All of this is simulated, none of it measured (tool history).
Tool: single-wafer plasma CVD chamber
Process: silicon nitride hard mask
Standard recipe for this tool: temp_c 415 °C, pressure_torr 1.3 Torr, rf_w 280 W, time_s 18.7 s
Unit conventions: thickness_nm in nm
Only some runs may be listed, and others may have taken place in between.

run,hour,temp_c,pressure_torr,rf_w,time_s,"read-back reference wafer on the same gauge, thickness_nm",thickness_nm
1,0,415,1.3,280,16.5,21.503,16.426
2,54.2,415,1.42,300,18.7,21.503,19.613
3,134.7,415,1.42,300,18.7,21.497,19.569
4,183.5,415,1.3,240,18.7,21.505,16.81
5,246.4,415,1.3,280,18.7,21.492,18.171
6,289.1,415,1.3,280,18.7,21.511,18.243
7,368.8,415,1.3,280,19.7,21.497,19.203
8,406.5,428,1.45,325,18.7,21.504,19.995
# hour 437.4: thermocouple changed; heater temperature recalibrated
# hour 443.8: capacitance manometer re-zeroed and calibrated
9,460.6,415,1.19,230,18.7,21.472,16.269
# hour 565.6: RF generator calibrated
10,566.1,415,1.58,280,18.7,21.499,19.879
11,657.5,420,1.3,255,18.7,21.513,17.687
12,717.7,415,1.3,315,18.7,21.523,19.896
13,760.8,415,1.3,280,18.7,21.461,18.689
14,839.7,409,1.08,280,16.7,21.507,15.865
15,945.7,415,1.3,280,18.7,21.499,18.511
16,998.3,415,1.21,230,18.7,21.508,16.428
17,1072.5,415,1.3,280,21.1,21.502,20.879
18,1170.5,401,1.3,280,21,21.508,20.79
19,1210.9,415,1.3,265,15.7,21.512,14.927
20,1269.4,415,1.3,280,18.7,21.489,18.324
# hour 1297: showerhead replaced
# hour 1344.6: gauge calibrated
21,1350.2,415,1.3,245,16.1,21.499,14.581
# hour 1414.9: thermocouple changed; heater temperature recalibrated
22,1427.9,415,1.3,280,18.7,21.527,18.142
# hour 1503.4: RF generator calibrated
23,1519.8,415,1.3,280,18.7,21.481,18.685
24,1611.2,419,1.43,255,16.6,21.497,16.155
25,1702.8,415,1.3,280,18.7,21.5,18.475
26,1791.6,402,1.06,280,18.7,21.499,17.529
27,1875.8,424,1.3,280,18.7,21.5,18.348
28,1927.9,415,1.3,280,15.8,21.501,15.508
# hour 2180.4: capacitance manometer re-zeroed and calibrated
29,2216.9,415,1.3,280,19.7,21.495,19.341

Alternative continuations, all from the tool just after run 29; predict every row:
A,2217.3,415,1.3,280,15,?,?
B,2217.3,415,1.02,240,17.3,?,?
C,2217.3,415,1.48,240,16.5,?,?

run,"read-back reference wafer on the same gauge, thickness_nm",thickness_nm
A,21.502,14.805
B,21.502,14.766
C,21.502,15.552
What these runs would have given with no unlogged condition in the tool:
run,thickness_nm
A,15.181
B,15.155
C,15.957
